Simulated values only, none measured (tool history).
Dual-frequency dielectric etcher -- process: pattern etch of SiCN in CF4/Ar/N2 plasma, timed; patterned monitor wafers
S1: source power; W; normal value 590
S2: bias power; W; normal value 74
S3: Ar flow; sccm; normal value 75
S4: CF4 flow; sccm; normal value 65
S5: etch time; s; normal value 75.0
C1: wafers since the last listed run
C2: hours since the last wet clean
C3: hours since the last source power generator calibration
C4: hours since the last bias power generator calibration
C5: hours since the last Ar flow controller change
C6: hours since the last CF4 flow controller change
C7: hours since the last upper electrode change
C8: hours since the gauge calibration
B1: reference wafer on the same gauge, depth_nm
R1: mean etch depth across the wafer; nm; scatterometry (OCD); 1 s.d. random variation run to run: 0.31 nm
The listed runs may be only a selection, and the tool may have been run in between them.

run	hour	S1	S2	S3	S4	S5	C1	C2	C3	C4	C5	C6	C7	C8	B1	R1
1	0.0	590	74	84	65	65.0	0	367.0	2853.5	1679.3	3651.6	2664.4	4738.6	423.4	100.9	80.9
# hour 45.5: Ar flow controller replaced
2	46.0	590	74	75	65	75.0	565	413.0	2899.5	1725.3	0.5	2710.4	4784.6	469.4	100.6	94.0
# hour 124.4: wet clean of the chamber
3	124.9	590	74	75	65	75.0	775	0.5	2978.4	1804.2	79.4	2789.3	4863.5	548.3	100.9	93.5
# hour 166.1: upper electrode replaced
4	166.6	590	74	75	65	75.0	250	42.2	3020.1	1845.9	121.1	2831.0	0.5	590.0	100.8	93.4
5	233.0	590	74	75	65	75.0	938	108.6	3086.5	1912.3	187.5	2897.4	66.9	656.4	100.8	94.2
6	292.1	590	74	75	65	75.0	835	167.7	3145.6	1971.4	246.6	2956.5	126.0	715.5	100.7	94.5
7	332.6	590	74	64	65	75.0	572	208.2	3186.1	2011.9	287.1	2997.0	166.5	756.0	100.7	96.3
8	359.7	590	74	86	65	58.5	382	235.3	3213.2	2039.0	314.2	3024.1	193.6	783.1	100.8	73.3
9	399.4	480	74	63	78	75.0	560	275.0	3252.9	2078.7	353.9	3063.8	233.3	822.8	100.8	79.5
10	471.2	590	74	75	65	53.5	1014	346.8	3324.7	2150.5	425.7	3135.6	305.1	894.6	100.8	68.4
# hour 513.9: gauge calibrated
# hour 533.2: source power generator calibrated
11	533.7	590	74	91	65	75.0	826	409.3	0.5	2213.0	488.2	3198.1	367.6	19.8	100.8	86.6
# hour 548.8: bias power generator calibrated
12	564.8	590	58	75	77	65.0	382	440.4	31.6	16.0	519.3	3229.2	398.7	50.9	100.8	68.8
# hour 579.0: CF4 flow controller replaced
13	629.2	670	74	75	50	75.0	825	504.8	96.0	80.4	583.7	50.2	463.1	115.3	100.8	98.6
# hour 671.0: wet clean of the chamber
14	671.5	590	74	75	65	75.0	258	0.5	138.3	122.7	626.0	92.5	505.4	157.6	100.8	88.1
15	707.9	590	68	75	65	75.0	514	36.9	174.7	159.1	662.4	128.9	541.8	194.0	100.8	83.4
16	735.1	590	62	85	65	63.0	384	64.1	201.9	186.3	689.6	156.1	569.0	221.2	100.8	66.0
17	785.0	590	86	57	58	75.0	705	114.0	251.8	236.2	739.5	206.0	618.9	271.1	100.9	96.9
18	845.9	590	74	75	65	75.0	860	174.9	312.7	297.1	800.4	266.9	679.8	332.0	100.7	88.0
19	871.1	590	74	75	65	75.0	356	200.1	337.9	322.3	825.6	292.1	705.0	357.2	100.9	88.2
20	898.9	590	74	75	65	75.0	392	227.9	365.7	350.1	853.4	319.9	732.8	385.0	100.9	88.4
21	949.7	590	74	75	65	75.0	717	278.7	416.5	400.9	904.2	370.7	783.6	435.8	100.9	89.1
22	1013.6	680	74	66	49	75.0	902	342.6	480.4	464.8	968.1	434.6	847.5	499.7	100.8	100.8

Here are 3 independent what-if runs from the current tool condition. What would each one return?
A	1014.0	590	80	75	65	75.0	5	343.0	480.8	465.2	968.5	435.0	847.9	500.1	?	?
B	1014.0	590	91	58	56	57.5	5	343.0	480.8	465.2	968.5	435.0	847.9	500.1	?	?
C	1014.0	590	65	75	76	75.0	5	343.0	480.8	465.2	968.5	435.0	847.9	500.1	?	?

run	B1	R1
A	100.8	92.6
B	100.8	76.4
C	100.8	84.5
Without the tool's unlogged condition, the same runs would have read:
run	R1
A	91.9
B	75.8
C	83.9
